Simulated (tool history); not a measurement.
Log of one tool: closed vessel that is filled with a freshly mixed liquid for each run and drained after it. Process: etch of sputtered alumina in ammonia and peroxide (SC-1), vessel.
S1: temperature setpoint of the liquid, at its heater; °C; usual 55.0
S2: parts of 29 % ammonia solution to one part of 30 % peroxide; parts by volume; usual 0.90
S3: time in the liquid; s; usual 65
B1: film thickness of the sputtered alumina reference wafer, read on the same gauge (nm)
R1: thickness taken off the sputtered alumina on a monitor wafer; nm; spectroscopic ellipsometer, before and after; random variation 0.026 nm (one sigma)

run    hour    S1    S2   S3      B1      R1
  1     0.0  47.5  0.90   50  40.016   2.682
  2    78.6  47.5  0.90   50  39.996   2.664
  3   178.4  47.5  0.90   50  39.994   2.676
      455.7  -- new drum of ammonia solution connected
  4   460.7  55.0  0.90   80  40.029   6.408
  5   499.1  55.0  0.90   80  39.995   6.476
  6   536.1  51.0  0.90   65  39.998   4.277
  7   590.2  51.0  0.90   65  39.986   4.272
  8   693.8  51.0  0.90   65  39.992   4.281
  9   769.7  60.5  0.90   65  39.989   6.999
      845.1  -- gauge calibrated
 10   864.9  60.5  0.90   65  39.975   7.040
 11   928.8  60.5  0.90   65  39.999   7.105
 12   982.4  55.0  0.90   65  40.034   5.290
      986.9  -- new drum of ammonia solution connected
 13  1024.5  55.0  0.90   65  39.986   5.354
 14  1080.1  46.0  0.90  100  39.998   5.004
 15  1153.6  62.5  0.50   90  40.000  10.307
 16  1222.7  55.0  0.90   65  39.991   5.367
     1224.2  -- ammonia flow meter replaced
     1277.8  -- thermometer replaced
 17  1287.5  55.0  0.90   65  40.014   4.956
 18  1342.5  58.0  0.90   50  39.992   4.530
 19  1392.1  62.5  1.20   80  40.004   9.323
     1414.2  -- new drum of ammonia solution connected
 20  1445.5  59.5  1.20   50  40.009   5.042
 21  1492.2  55.0  1.20   65  40.007   5.161
 22  1745.0  46.0  0.90  100  40.013   4.714
 23  1786.9  55.0  0.70  100  40.015   7.584
 24  1845.0  55.0  0.90   65  40.022   5.070
     1890.7  -- new drum of ammonia solution connected
 25  1911.4  55.0  0.90   65  39.982   5.050
 26  1992.6  50.0  0.90   65  39.966   3.878
 27  2073.0  55.0  0.90   65  40.022   5.113
 28  2179.1  51.5  0.90   50  40.003   3.259
 29  2266.4  49.0  1.20   50  40.002   2.921

Some steps in R1 between neighbouring runs. How much of each would the tool show without its hidden state too (settings, what came in, random variation), and how much is left for the hidden state, with any gauge scatter that isn't in both results?
The hidden state here: liquid hotter than its thermometer reads (K); ammonia flow below the setpoint (%); ammonia solution weaker than its label (%); gauge reads high (%).
Run 14 -> 15: S1 46.0 -> 62.5, S2 0.90 -> 0.50, S3 100 -> 90. R1 +5.303 nm: hidden state +0.313, all else +4.990.
Run 15 -> 16: S1 62.5 -> 55.0, S2 0.50 -> 0.90, S3 90 -> 65. R1 -4.940 nm: hidden state -0.291, all else -4.649.
Run 16 -> 17: ammonia flow meter replaced, thermometer replaced. R1 -0.411 nm: hidden state -0.365, all else -0.046.
